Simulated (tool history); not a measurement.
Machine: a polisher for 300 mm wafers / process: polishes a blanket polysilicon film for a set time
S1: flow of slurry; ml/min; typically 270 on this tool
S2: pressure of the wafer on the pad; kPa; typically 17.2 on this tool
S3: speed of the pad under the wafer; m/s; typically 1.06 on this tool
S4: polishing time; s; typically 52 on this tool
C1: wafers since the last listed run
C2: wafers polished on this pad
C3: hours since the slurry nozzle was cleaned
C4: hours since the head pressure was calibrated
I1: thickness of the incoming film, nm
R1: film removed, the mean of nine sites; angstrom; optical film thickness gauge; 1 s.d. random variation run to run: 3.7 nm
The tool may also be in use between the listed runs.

run,day,S1,S2,S3,S4,C1,C2,C3,C4,I1,R1
1,0.000,335,17.2,1.06,38,0,985,542.1,652.4,2097.7,2689
2,2.471,335,17.2,1.06,38,687,1673,601.4,711.7,2140.7,2636
3,3.575,335,17.2,1.06,38,307,1980,627.9,738.2,2138.3,2639
# day 4.312: slurry nozzle cleaned
# day 4.567: worn pad replaced by a new one
4,5.779,270,17.2,1.06,52,555,337,35.2,791.1,2116.9,3684
5,7.442,270,17.2,1.06,52,462,799,75.1,831.0,2120.4,3714
6,8.921,270,17.2,1.06,52,411,1211,110.6,866.5,2132.8,3702
7,11.654,270,17.2,1.06,52,760,1972,176.2,932.1,2121.2,3528
# day 12.900: worn pad replaced by a new one
8,12.929,270,17.2,1.06,52,308,7,206.8,962.7,2119.1,3562
9,14.021,270,17.2,1.06,52,303,311,233.0,988.9,2114.7,3576
10,15.371,270,17.2,1.06,52,375,687,265.4,1021.3,2143.1,3550
11,17.017,270,17.2,1.06,52,458,1145,304.9,1060.8,2115.8,3565
# day 17.342: head pressure recalibrated
12,18.483,240,17.2,0.92,52,384,1530,340.1,27.4,2165.4,2985
13,19.904,270,17.2,1.06,52,395,1925,374.2,61.5,2114.8,3476
# day 20.983: worn pad replaced by a new one
14,21.004,175,11.7,0.74,44,259,5,400.6,87.9,2094.2,1309
15,22.533,270,17.2,1.20,52,425,431,437.3,124.6,2111.8,3848
16,24.383,190,19.3,1.38,52,514,946,481.7,169.0,2144.1,4527
17,26.442,270,17.2,0.78,69,572,1518,531.1,218.4,2118.4,3420
18,29.012,270,17.2,1.06,52,715,2234,592.8,280.1,2129.2,3428
# day 29.442: worn pad replaced by a new one
19,30.042,270,14.5,0.94,34,240,166,617.5,304.8,2119.5,1679
20,32.092,270,17.2,1.28,59,570,737,666.7,354.0,2111.6,4569
# day 33.271: slurry nozzle cleaned
21,35.783,175,22.8,1.06,52,1015,1752,60.3,442.6,2170.0,4590
# day 37.104: worn pad replaced by a new one
22,37.312,270,20.0,1.34,38,379,58,97.0,479.3,2103.4,3878
23,39.650,270,17.2,1.06,52,650,709,153.1,535.4,2106.6,3694
24,40.800,270,14.5,1.40,37,320,1029,180.7,563.0,2130.8,2828
25,43.246,270,17.2,1.06,42,680,1709,239.4,621.7,2138.3,2889

What will run 26 give?
26,44.925,175,17.2,0.78,52,467,2177,279.7,662.0,2122.4,?

R1: 2475 angstrom
On a tool with no hidden condition, and with the same random variation, this run would have come out at R1 2711 angstrom.
